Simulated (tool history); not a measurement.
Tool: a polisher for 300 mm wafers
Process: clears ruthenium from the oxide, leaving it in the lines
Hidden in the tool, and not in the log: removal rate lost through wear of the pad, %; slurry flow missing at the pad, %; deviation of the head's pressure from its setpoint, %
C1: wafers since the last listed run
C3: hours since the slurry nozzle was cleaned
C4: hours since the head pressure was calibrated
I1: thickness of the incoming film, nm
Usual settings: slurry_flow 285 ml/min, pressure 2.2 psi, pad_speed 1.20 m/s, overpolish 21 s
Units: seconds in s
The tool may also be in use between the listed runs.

{"run": 1, "hour": 0.0, "slurry_flow": 285, "pressure": 2.2, "pad_speed": 1.2, "overpolish": 21, "C1": 0, "wafers polished on this pad": 2391, "C3": 215.7, "C4": 313.5, "I1": 147.9, "seconds": 78.3}
{"run": 2, "hour": 32.6, "slurry_flow": 285, "pressure": 2.2, "pad_speed": 1.2, "overpolish": 21, "C1": 194, "wafers polished on this pad": 2585, "C3": 248.3, "C4": 346.1, "I1": 149.2, "seconds": 77.8}
{"hour": 68.5, "done": "worn pad replaced by a new one"}
{"run": 3, "hour": 82.9, "slurry_flow": 285, "pressure": 2.2, "pad_speed": 1.2, "overpolish": 21, "C1": 275, "wafers polished on this pad": 85, "C3": 298.6, "C4": 396.4, "I1": 148.4, "seconds": 77.5}
{"run": 4, "hour": 178.7, "slurry_flow": 310, "pressure": 2.2, "pad_speed": 1.2, "overpolish": 21, "C1": 570, "wafers polished on this pad": 655, "C3": 394.4, "C4": 492.2, "I1": 153.1, "seconds": 78.7}
{"run": 5, "hour": 214.0, "slurry_flow": 310, "pressure": 2.2, "pad_speed": 1.2, "overpolish": 21, "C1": 210, "wafers polished on this pad": 866, "C3": 429.7, "C4": 527.5, "I1": 147.1, "seconds": 72.8}
{"hour": 254.4, "done": "head pressure recalibrated"}
{"run": 6, "hour": 261.6, "slurry_flow": 285, "pressure": 2.2, "pad_speed": 1.2, "overpolish": 21, "C1": 271, "wafers polished on this pad": 1137, "C3": 477.3, "C4": 7.2, "I1": 152.8, "seconds": 98.9}
{"hour": 264.2, "done": "slurry nozzle cleaned"}
{"run": 7, "hour": 297.5, "slurry_flow": 285, "pressure": 2.2, "pad_speed": 1.2, "overpolish": 21, "C1": 207, "wafers polished on this pad": 1345, "C3": 33.3, "C4": 43.1, "I1": 150.1, "seconds": 95.1}
{"run": 8, "hour": 333.6, "slurry_flow": 285, "pressure": 2.2, "pad_speed": 1.2, "overpolish": 21, "C1": 214, "wafers polished on this pad": 1559, "C3": 69.4, "C4": 79.2, "I1": 149.3, "seconds": 95.6}
{"run": 9, "hour": 403.6, "slurry_flow": 285, "pressure": 2.2, "pad_speed": 1.2, "overpolish": 21, "C1": 416, "wafers polished on this pad": 1976, "C3": 139.4, "C4": 149.2, "I1": 148.6, "seconds": 94.1}
{"hour": 447.0, "done": "worn pad replaced by a new one"}
{"run": 10, "hour": 451.4, "slurry_flow": 285, "pressure": 2.2, "pad_speed": 1.2, "overpolish": 21, "C1": 260, "wafers polished on this pad": 26, "C3": 187.2, "C4": 197.0, "I1": 147.4, "seconds": 92.6}
{"hour": 528.9, "done": "head pressure recalibrated, repeated, since the last time left the tool worse"}
{"run": 11, "hour": 562.0, "slurry_flow": 285, "pressure": 2.2, "pad_speed": 1.2, "overpolish": 21, "C1": 646, "wafers polished on this pad": 672, "C3": 297.8, "C4": 33.1, "I1": 151.1, "seconds": 84.0}
{"run": 12, "hour": 603.7, "slurry_flow": 285, "pressure": 2.2, "pad_speed": 1.2, "overpolish": 21, "C1": 248, "wafers polished on this pad": 920, "C3": 339.5, "C4": 74.8, "I1": 148.4, "seconds": 79.3}
{"hour": 643.5, "done": "slurry nozzle cleaned"}
{"run": 13, "hour": 672.2, "slurry_flow": 285, "pressure": 2.2, "pad_speed": 1.2, "overpolish": 21, "C1": 401, "wafers polished on this pad": 1322, "C3": 28.7, "C4": 143.3, "I1": 148.7, "seconds": 80.1}
{"run": 14, "hour": 732.0, "slurry_flow": 285, "pressure": 2.2, "pad_speed": 1.2, "overpolish": 21, "C1": 355, "wafers polished on this pad": 1678, "C3": 88.5, "C4": 203.1, "I1": 152.8, "seconds": 80.8}
{"run": 15, "hour": 760.1, "slurry_flow": 345, "pressure": 2.2, "pad_speed": 1.2, "overpolish": 21, "C1": 167, "wafers polished on this pad": 1845, "C3": 116.6, "C4": 231.2, "I1": 152.3, "seconds": 80.0}
{"hour": 839.5, "done": "worn pad replaced by a new one"}
{"run": 16, "hour": 969.7, "slurry_flow": 345, "pressure": 2.2, "pad_speed": 1.2, "overpolish": 21, "C1": 1223, "wafers polished on this pad": 774, "C3": 326.2, "C4": 440.8, "I1": 150.3, "seconds": 75.0}
{"hour": 989.4, "done": "head pressure recalibrated"}
{"hour": 1048.5, "done": "slurry nozzle cleaned"}
{"run": 17, "hour": 1059.2, "slurry_flow": 285, "pressure": 2.2, "pad_speed": 1.2, "overpolish": 21, "C1": 514, "wafers polished on this pad": 1289, "C3": 10.7, "C4": 69.8, "I1": 149.5, "seconds": 80.1}
{"run": 18, "hour": 1107.0, "slurry_flow": 285, "pressure": 1.5, "pad_speed": 1.2, "overpolish": 21, "C1": 284, "wafers polished on this pad": 1574, "C3": 58.5, "C4": 117.6, "I1": 148.0, "seconds": 116.9}
{"run": 19, "hour": 1154.1, "slurry_flow": 285, "pressure": 1.7, "pad_speed": 1.2, "overpolish": 30, "C1": 280, "wafers polished on this pad": 1854, "C3": 105.6, "C4": 164.7, "I1": 150.4, "seconds": 102.2}
{"run": 20, "hour": 1196.6, "slurry_flow": 200, "pressure": 2.2, "pad_speed": 1.2, "overpolish": 12, "C1": 252, "wafers polished on this pad": 2107, "C3": 148.1, "C4": 207.2, "I1": 151.0, "seconds": 83.3}
{"run": 21, "hour": 1242.4, "slurry_flow": 350, "pressure": 2.2, "pad_speed": 1.2, "overpolish": 21, "C1": 272, "wafers polished on this pad": 2379, "C3": 193.9, "C4": 253.0, "I1": 149.5, "seconds": 77.9}
{"hour": 1302.2, "done": "worn pad replaced by a new one"}
{"run": 22, "hour": 1308.9, "slurry_flow": 285, "pressure": 2.2, "pad_speed": 1.2, "overpolish": 21, "C1": 371, "wafers polished on this pad": 39, "C3": 260.4, "C4": 319.5, "I1": 149.2, "seconds": 79.3}
{"run": 23, "hour": 1374.2, "slurry_flow": 320, "pressure": 2.2, "pad_speed": 1.56, "overpolish": 21, "C1": 388, "wafers polished on this pad": 428, "C3": 325.7, "C4": 384.8, "I1": 149.8, "seconds": 60.3}
{"run": 24, "hour": 1444.7, "slurry_flow": 340, "pressure": 2.0, "pad_speed": 1.02, "overpolish": 10, "C1": 419, "wafers polished on this pad": 848, "C3": 396.2, "C4": 455.3, "I1": 149.4, "seconds": 95.0}
{"hour": 1473.6, "done": "slurry nozzle cleaned"}
{"hour": 1490.2, "done": "head pressure recalibrated"}
{"run": 25, "hour": 1494.9, "slurry_flow": 375, "pressure": 2.2, "pad_speed": 0.98, "overpolish": 21, "C1": 280, "wafers polished on this pad": 1128, "C3": 21.3, "C4": 4.7, "I1": 151.2, "seconds": 99.3}
{"run": 26, "hour": 1544.6, "slurry_flow": 360, "pressure": 1.9, "pad_speed": 1.2, "overpolish": 21, "C1": 295, "wafers polished on this pad": 1424, "C3": 71.0, "C4": 54.4, "I1": 148.7, "seconds": 92.2}
{"run": 27, "hour": 1588.0, "slurry_flow": 285, "pressure": 2.9, "pad_speed": 1.54, "overpolish": 21, "C1": 258, "wafers polished on this pad": 1683, "C3": 114.4, "C4": 97.8, "I1": 151.5, "seconds": 49.0}
{"run": 28, "hour": 1627.1, "slurry_flow": 285, "pressure": 2.2, "pad_speed": 1.2, "overpolish": 21, "C1": 232, "wafers polished on this pad": 1915, "C3": 153.5, "C4": 136.9, "I1": 150.4, "seconds": 82.9}
{"hour": 1690.1, "done": "worn pad replaced by a new one"}
{"run": 29, "hour": 1692.7, "slurry_flow": 285, "pressure": 1.9, "pad_speed": 1.2, "overpolish": 21, "C1": 366, "wafers polished on this pad": 15, "C3": 219.1, "C4": 202.5, "I1": 149.8, "seconds": 93.6}
{"run": 30, "hour": 1758.8, "slurry_flow": 285, "pressure": 2.2, "pad_speed": 1.2, "overpolish": 21, "C1": 393, "wafers polished on this pad": 408, "C3": 285.2, "C4": 268.6, "I1": 149.1, "seconds": 79.6}
{"run": 31, "hour": 1786.8, "slurry_flow": 325, "pressure": 1.8, "pad_speed": 1.2, "overpolish": 21, "C1": 166, "wafers polished on this pad": 575, "C3": 313.2, "C4": 296.6, "I1": 149.3, "seconds": 95.9}
{"run": 32, "hour": 1835.7, "slurry_flow": 285, "pressure": 2.2, "pad_speed": 1.2, "overpolish": 21, "C1": 291, "wafers polished on this pad": 866, "C3": 362.1, "C4": 345.5, "I1": 150.1, "seconds": 79.7}
{"hour": 1862.0, "done": "slurry nozzle cleaned"}
{"run": 33, "hour": 1903.8, "slurry_flow": 185, "pressure": 2.5, "pad_speed": 1.2, "overpolish": 15, "C1": 399, "wafers polished on this pad": 1265, "C3": 41.8, "C4": 413.6, "I1": 150.8, "seconds": 72.0}
{"hour": 1923.8, "done": "head pressure recalibrated"}
{"run": 34, "hour": 1940.2, "slurry_flow": 285, "pressure": 2.9, "pad_speed": 1.2, "overpolish": 25, "C1": 204, "wafers polished on this pad": 1470, "C3": 78.2, "C4": 16.4, "I1": 148.3, "seconds": 60.1}
{"run": 35, "hour": 1970.8, "slurry_flow": 285, "pressure": 2.4, "pad_speed": 1.2, "overpolish": 21, "C1": 182, "wafers polished on this pad": 1652, "C3": 108.8, "C4": 47.0, "I1": 149.7, "seconds": 72.9}
{"run": 36, "hour": 2017.2, "slurry_flow": 365, "pressure": 2.2, "pad_speed": 1.2, "overpolish": 21, "C1": 276, "wafers polished on this pad": 1928, "C3": 155.2, "C4": 93.4, "I1": 148.4, "seconds": 79.2}
{"run": 37, "hour": 2070.2, "slurry_flow": 285, "pressure": 2.2, "pad_speed": 1.2, "overpolish": 21, "C1": 315, "wafers polished on this pad": 2244, "C3": 208.2, "C4": 146.4, "I1": 148.9, "seconds": 79.4}

3 ways to go on from here, each from the tool as it stands after run 37. What would each give?
{"run": "A", "hour": 2070.7, "slurry_flow": 285, "pressure": 2.2, "pad_speed": 1.2, "overpolish": 21, "C1": 2, "wafers polished on this pad": 2247, "C3": 208.7, "C4": 146.9, "I1": 150.5, "seconds": "?"}
{"run": "B", "hour": 2070.7, "slurry_flow": 315, "pressure": 2.2, "pad_speed": 1.2, "overpolish": 13, "C1": 2, "wafers polished on this pad": 2247, "C3": 208.7, "C4": 146.9, "I1": 150.5, "seconds": "?"}
{"run": "C", "hour": 2070.7, "slurry_flow": 285, "pressure": 1.8, "pad_speed": 1.2, "overpolish": 21, "C1": 2, "wafers polished on this pad": 2247, "C3": 208.7, "C4": 146.9, "I1": 150.5, "seconds": "?"}

run=A seconds=81.4
run=B seconds=80.6
run=C seconds=99.1
Without the tool's hidden state the same runs would have given:
run=A seconds=81.7
run=B seconds=81.0
run=C seconds=99.5
